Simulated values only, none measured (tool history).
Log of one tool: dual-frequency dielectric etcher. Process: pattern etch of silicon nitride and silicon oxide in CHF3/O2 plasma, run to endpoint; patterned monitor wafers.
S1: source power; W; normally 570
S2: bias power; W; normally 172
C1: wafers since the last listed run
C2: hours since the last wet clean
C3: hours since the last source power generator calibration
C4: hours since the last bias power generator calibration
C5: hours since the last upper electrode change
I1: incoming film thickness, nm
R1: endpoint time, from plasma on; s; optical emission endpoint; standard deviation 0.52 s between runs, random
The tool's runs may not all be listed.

run	hour	S1	S2	C1	C2	C3	C4	C5	I1	R1
1	0	490	184	0	302	3481.2	2845.6	4812.5	238.4	168.6
2	33	490	184	144	335	3514.2	2878.6	4845.5	241.8	171.2
3	111.2	490	184	341	413.2	3592.4	2956.8	4923.7	240	171.2
4	133.1	570	172	95	435.1	3614.3	2978.7	4945.6	239.3	161.3
5	165.5	570	172	141	467.5	3646.7	3011.1	4978	241	163.2
6	183.3	570	172	77	485.3	3664.5	3028.9	4995.8	238.9	161.2
# hour 228: wet clean of the chamber
# hour 236.5: upper electrode replaced
7	250.5	610	172	151	22.5	3731.7	3096.1	14	239.7	154.1
8	283	610	172	141	55	3764.2	3128.6	46.5	242.3	155.7
# hour 299.7: bias power generator calibrated
# hour 343.8: source power generator calibrated
9	344.3	610	172	232	116.3	0.5	44.6	107.8	241	155.6
10	363.9	570	172	85	135.9	20.1	64.2	127.4	240.5	160.3
11	398.9	660	145	152	170.9	55.1	99.2	162.4	241.2	157.8
12	419.5	710	172	89	191.5	75.7	119.8	183	240.3	144.6
13	447.2	570	135	120	219.2	103.4	147.5	210.7	243.1	173.2
14	540	570	172	405	312	196.2	240.3	303.5	239.7	160.7
15	564.9	710	146	108	336.9	221.1	265.2	328.4	240.6	152.7
16	591.4	570	172	115	363.4	247.6	291.7	354.9	242.4	163.9
17	619.2	570	172	121	391.2	275.4	319.5	382.7	241.6	163.5
18	648.4	460	203	127	420.4	304.6	348.7	411.9	241.8	172.5
19	678.7	710	142	132	450.7	334.9	379	442.2	237.7	154.3
20	692.3	710	137	59	464.3	348.5	392.6	455.8	240.4	156.2

Consider 3 possible next runs. They are alternatives, not a sequence: every one starts from the tool as it was left by run 20. What does each give?
A	692.8	530	172	2	464.8	349	393.1	456.3	240.4	?
B	692.8	490	138	2	464.8	349	393.1	456.3	240.4	?
C	692.8	690	172	2	464.8	349	393.1	456.3	240.4	?

run	R1
A	169.6
B	187.5
C	149.7
With the hidden condition removed and each run's random variation left untouched, the same runs would have given:
run	R1
A	164.1
B	181.3
C	144.8
